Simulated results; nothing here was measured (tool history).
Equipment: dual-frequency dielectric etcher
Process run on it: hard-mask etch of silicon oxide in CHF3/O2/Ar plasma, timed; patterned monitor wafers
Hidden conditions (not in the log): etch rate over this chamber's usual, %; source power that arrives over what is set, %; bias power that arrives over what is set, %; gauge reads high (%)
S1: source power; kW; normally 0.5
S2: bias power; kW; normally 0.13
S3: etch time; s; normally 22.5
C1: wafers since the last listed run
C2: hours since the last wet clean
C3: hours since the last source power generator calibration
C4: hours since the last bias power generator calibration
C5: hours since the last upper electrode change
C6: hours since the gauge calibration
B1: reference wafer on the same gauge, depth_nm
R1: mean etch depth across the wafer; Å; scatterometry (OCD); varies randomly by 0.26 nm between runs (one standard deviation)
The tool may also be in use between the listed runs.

run	hour	S1	S2	S3	C1	C2	C3	C4	C5	C6	B1	R1
1	0	0.54	0.14	22.5	0	79.9	61.4	1266.8	1503.7	3137.6	42.36	407.8
2	238.8	0.5	0.13	20.5	3966	318.7	300.2	1505.6	1742.5	3376.4	42.3	366.6
3	285.3	0.5	0.13	20.5	772	365.2	346.7	1552.1	1789	3422.9	42.43	358.9
4	381.3	0.5	0.13	22.5	1594	461.2	442.7	1648.1	1885	3518.9	42.42	398.5
5	430.7	0.5	0.13	22.5	820	510.6	492.1	1697.5	1934.4	3568.3	42.35	398.9
6	523.3	0.5	0.13	22.5	1538	603.2	584.7	1790.1	2027	3660.9	42.38	403.8
7	559.9	0.54	0.137	22.5	607	639.8	621.3	1826.7	2063.6	3697.5	42.3	420.2
# hour 595.8: upper electrode replaced
8	654.7	0.5	0.105	28	1176	734.6	716.1	1921.5	58.9	3792.3	42.43	487.1
# hour 723.3: bias power generator calibrated
9	736.3	0.58	0.104	27	1289	816.2	797.7	13	140.5	3873.9	42.38	496.7
# hour 776.6: wet clean of the chamber
10	788.5	0.57	0.148	25	468	11.9	849.9	65.2	192.7	3926.1	42.39	472.1
11	852.3	0.5	0.13	22.5	1059	75.7	913.7	129	256.5	3989.9	42.45	387.5
12	915.5	0.39	0.13	22.5	1049	138.9	976.9	192.2	319.7	4053.1	42.33	350.9
# hour 915.6: gauge calibrated
13	961	0.5	0.13	22.5	755	184.4	1022.4	237.7	365.2	45.4	42.41	393.2
14	1067.1	0.5	0.13	22.5	1762	290.5	1128.5	343.8	471.3	151.5	42.41	391.6
15	1103.5	0.5	0.143	17.5	604	326.9	1164.9	380.2	507.7	187.9	42.39	314.5
16	1188.8	0.59	0.141	17	1416	412.2	1250.2	465.5	593	273.2	42.35	330.9
17	1268.9	0.59	0.141	17	1330	492.3	1330.3	545.6	673.1	353.3	42.42	327.5
18	1344.6	0.5	0.13	22.5	1257	568	1406	621.3	748.8	429	42.48	396.7
# hour 1421.2: wet clean of the chamber
19	1421.7	0.38	0.13	18	882	0.5	1483.1	698.4	825.9	506.1	42.34	282.1
20	1452	0.5	0.121	20	503	30.8	1513.4	728.7	856.2	536.4	42.39	338.6
21	1511	0.5	0.156	20.5	980	89.8	1572.4	787.7	915.2	595.4	42.32	370.3
22	1617.2	0.58	0.121	27.5	1764	196	1678.6	893.9	1021.4	701.6	42.43	503.1
23	1671.4	0.61	0.156	25.5	900	250.2	1732.8	948.1	1075.6	755.8	42.48	502.9
24	1724.5	0.43	0.154	19.5	882	303.3	1785.9	1001.2	1128.7	808.9	42.41	336.9
25	1785	0.5	0.155	22.5	1005	363.8	1846.4	1061.7	1189.2	869.4	42.42	413.9
26	1866.6	0.59	0.118	25.5	1355	445.4	1928	1143.3	1270.8	951	42.39	473.2
27	1908.6	0.5	0.13	22.5	697	487.4	1970	1185.3	1312.8	993	42.45	395.6
28	2012.6	0.5	0.13	22.5	1727	591.4	2074	1289.3	1416.8	1097	42.36	400.6
29	2058.6	0.5	0.11	17.5	764	637.4	2120	1335.3	1462.8	1143	42.4	300
# hour 2090.9: wet clean of the chamber
30	2342	0.4	0.106	29	4309	251.1	2403.4	1618.7	1746.2	1426.4	42.44	434.8

For each run, what was the tool's unlogged condition?
source power that arrives over what is set, %: 0 across all the runs
bias power that arrives over what is set, %: 0 across all the runs
gauge reads high (%): 0 across all the runs
H1: etch rate over this chamber's usual, %
run	H1
1	1.18
2	2.46
3	2.71
4	3.23
5	3.49
6	3.99
7	4.19
8	4.69
9	5.13
10	0.0666
11	0.409
12	0.749
13	0.993
14	1.56
15	1.76
16	2.22
17	2.65
18	3.05
19	0.199
20	0.362
21	0.679
22	1.25
23	1.54
24	1.83
25	2.15
26	2.59
27	2.81
28	3.37
29	3.62
30	1.17

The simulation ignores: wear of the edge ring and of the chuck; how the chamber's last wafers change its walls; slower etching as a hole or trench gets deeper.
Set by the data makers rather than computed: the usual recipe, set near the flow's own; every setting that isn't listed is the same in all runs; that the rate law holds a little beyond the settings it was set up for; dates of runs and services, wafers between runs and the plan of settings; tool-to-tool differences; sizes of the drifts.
